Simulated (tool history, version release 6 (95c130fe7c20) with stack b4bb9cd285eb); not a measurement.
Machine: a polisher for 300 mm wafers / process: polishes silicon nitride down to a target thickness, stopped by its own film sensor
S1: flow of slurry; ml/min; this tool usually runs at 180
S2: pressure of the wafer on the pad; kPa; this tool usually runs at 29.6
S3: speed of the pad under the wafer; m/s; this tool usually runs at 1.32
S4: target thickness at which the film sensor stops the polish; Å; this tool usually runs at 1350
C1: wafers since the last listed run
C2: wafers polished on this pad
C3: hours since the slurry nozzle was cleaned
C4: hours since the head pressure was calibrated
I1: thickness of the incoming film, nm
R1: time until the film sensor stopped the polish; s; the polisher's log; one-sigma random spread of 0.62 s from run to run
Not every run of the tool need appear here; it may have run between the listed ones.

run	hour	S1	S2	S3	S4	C1	C2	C3	C4	I1	R1
1	0	135	29.6	1.32	1350	0	525	113	159.3	275.9	51.2
2	6.3	135	29.6	1.32	1350	37	562	119.3	165.6	273.2	51.5
3	17.8	135	29.6	1.32	1350	68	631	130.8	177.1	270.5	49.8
4	29.2	180	29.6	1.32	1350	68	699	142.2	188.5	268	47
5	42	180	29.6	1.32	1350	76	776	155	201.3	273.7	47.1
6	49.8	180	29.6	1.32	1350	46	823	162.8	209.1	268.4	47.2
7	63.5	180	29.6	1.32	1350	81	905	176.5	222.8	275.4	49.8
8	81.1	180	29.6	1.32	1350	105	1010	194.1	240.4	271.5	48.1
9	96.8	180	29.6	1.32	1350	93	1104	209.8	256.1	271	48.4
10	105.6	180	29.6	1.32	1350	52	1157	218.6	264.9	267.3	47.6
# hour 123.3: worn pad replaced by a new one
11	123.8	180	29.6	1.32	1350	84	2	236.8	283.1	270.7	49.4
12	134.7	195	29.6	1.32	1030	65	68	247.7	294	270.5	59
13	148.5	195	29.6	1.32	1350	82	150	261.5	307.8	265	47.3
14	154.6	195	29.6	1.32	1350	36	187	267.6	313.9	265.6	47.8
# hour 166.2: slurry nozzle cleaned
15	167.8	195	29.6	1.32	1350	73	260	1.6	327.1	274	46.6
16	173.8	180	29.6	1.32	1350	35	296	7.6	333.1	269.3	44.3
17	188.4	180	29.6	1.32	1350	87	383	22.2	347.7	272.2	46.5
18	206.2	180	37.2	1.08	1490	106	490	40	365.5	270	39.9
19	221.8	180	29.6	1.32	960	93	583	55.6	381.1	266.9	58.1
20	239.4	180	20	1.1	1350	105	688	73.2	398.7	272.1	64.9
21	254.8	230	38.6	1.32	1350	92	781	88.6	414.1	271	37.3
# hour 260: head pressure recalibrated
22	266.3	180	29.6	1.32	1350	56	837	100.1	6.3	269	45.4
23	278.8	200	34.5	1.66	1050	74	912	112.6	18.8	271.2	45.4
24	289	180	29.6	1.32	1350	61	973	122.8	29	269	46.4
25	304.4	180	29.6	1.32	1350	92	1065	138.2	44.4	272.5	47.8
26	318.6	180	29.6	1.72	1350	84	1150	152.4	58.6	267.4	40.6
27	328.8	180	29.6	0.9	1350	61	1211	162.6	68.8	273.8	58.2
28	338.9	180	36.5	1.06	1550	60	1272	172.7	78.9	271.3	40.8
# hour 356.5: worn pad replaced by a new one
29	357	135	35.9	1.14	1100	84	3	190.8	97	271	59.3
30	361.4	160	29.6	1.32	1350	26	29	195.2	101.4	269.1	49.7
31	367.6	180	29.6	1.32	1350	37	66	201.4	107.6	268.1	48.1
32	379	180	25.5	1.32	1350	68	134	212.8	119	268.8	53.3
33	385	140	24.1	1.32	1350	35	170	218.8	125	271.8	60.6
34	397.3	180	29.6	1.32	1350	73	244	231.1	137.3	270.8	49.7
35	409.5	180	29.6	1.32	1350	73	317	243.3	149.5	267.5	48.9

Measured minus without-hidden-state, run by run (identical run-to-run variation in each term; gauge scatter may differ):
The hidden state here: removal rate lost through wear of the pad, %; slurry flow missing at the pad, %; deviation of the head's pressure from its setpoint, %.
run	R1
1	+2.2
2	+2.4
3	+2.5
4	+2
5	+2.2
6	+2.3
7	+2.7
8	+2.9
9	+3.3
10	+3.3
11	+3.9
12	+4.6
13	+3.9
14	+4.2
15	+0.3
16	+0.4
17	+0.6
18	+0.6
19	+1.1
20	+1.6
21	+0.9
22	+1.5
23	+1.5
24	+1.9
25	+2.2
26	+2
27	+3.2
28	+2.3
29	+5
30	+3.7
31	+3.3
32	+3.9
33	+5.8
34	+4.1
35	+4.3
